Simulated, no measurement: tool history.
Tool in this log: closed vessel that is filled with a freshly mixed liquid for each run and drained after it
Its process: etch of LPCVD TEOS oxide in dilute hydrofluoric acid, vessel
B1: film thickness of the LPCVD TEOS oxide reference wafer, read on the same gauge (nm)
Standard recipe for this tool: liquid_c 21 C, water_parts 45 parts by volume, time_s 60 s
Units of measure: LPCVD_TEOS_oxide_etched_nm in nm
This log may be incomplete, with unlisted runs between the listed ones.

Run 1, hour 0: usual settings but liquid_c 23.5 C; B1 42.09. Result: LPCVD_TEOS_oxide_etched_nm 32.28 nm.
Run 2, hour 37.8: usual settings but liquid_c 23.5 C; B1 42.17. Result: LPCVD_TEOS_oxide_etched_nm 32.03 nm.
Run 3, hour 136.4: usual settings; B1 42.18. Result: LPCVD_TEOS_oxide_etched_nm 28.8 nm.
Run 4, hour 192.7: usual settings; B1 42.22. Result: LPCVD_TEOS_oxide_etched_nm 28.97 nm.
Run 5, hour 228.7: usual settings; B1 42.21. Result: LPCVD_TEOS_oxide_etched_nm 28.93 nm.
Run 6, hour 316.7: usual settings; B1 42.3. Result: LPCVD_TEOS_oxide_etched_nm 29.25 nm.
Run 7, hour 388.8: usual settings; B1 42.3. Result: LPCVD_TEOS_oxide_etched_nm 29.11 nm.
Run 8, hour 429: usual settings; B1 42.39. Result: LPCVD_TEOS_oxide_etched_nm 29.2 nm.
Run 9, hour 503.9: usual settings but time_s 50 s; B1 42.36. Result: LPCVD_TEOS_oxide_etched_nm 24.33 nm.
Run 10, hour 611.7: usual settings; B1 42.46. Result: LPCVD_TEOS_oxide_etched_nm 29.15 nm.
Run 11, hour 659.9: usual settings; B1 42.45. Result: LPCVD_TEOS_oxide_etched_nm 29.27 nm.
At hour 759.5: thermometer replaced.
Run 12, hour 831: usual settings but time_s 70 s; B1 42.56. Result: LPCVD_TEOS_oxide_etched_nm 34.17 nm.
At hour 833.2: hydrofluoric acid flow meter replaced.
Run 13, hour 907: usual settings but time_s 70 s; B1 42.54. Result: LPCVD_TEOS_oxide_etched_nm 33.88 nm.
Run 14, hour 1108.5: usual settings but time_s 70 s; B1 42.57. Result: LPCVD_TEOS_oxide_etched_nm 34.16 nm.
Run 15, hour 1174.7: usual settings but water_parts 65 parts by volume; B1 42.61. Result: LPCVD_TEOS_oxide_etched_nm 19.89 nm.
Run 16, hour 1228: usual settings but liquid_c 19 C, time_s 75 s; B1 42.6. Result: LPCVD_TEOS_oxide_etched_nm 33.4 nm.
Run 17, hour 1287: usual settings but water_parts 30 parts by volume; B1 42.63. Result: LPCVD_TEOS_oxide_etched_nm 44.96 nm.
Run 18, hour 1390.8: usual settings; B1 42.66. Result: LPCVD_TEOS_oxide_etched_nm 28.85 nm.

Run 19, settings as shown, results not yet in. Your forecast:
At hour 1448.4: gauge calibrated.
Run 19, hour 1481.2: usual settings but water_parts 60 parts by volume; B1 ?. Result: LPCVD_TEOS_oxide_etched_nm ?.

B1: 39.75
LPCVD_TEOS_oxide_etched_nm: 20.2 nm
Were there no unlogged condition in the tool, this run, its random variation unchanged, would have produced LPCVD_TEOS_oxide_etched_nm 20.32 nm.
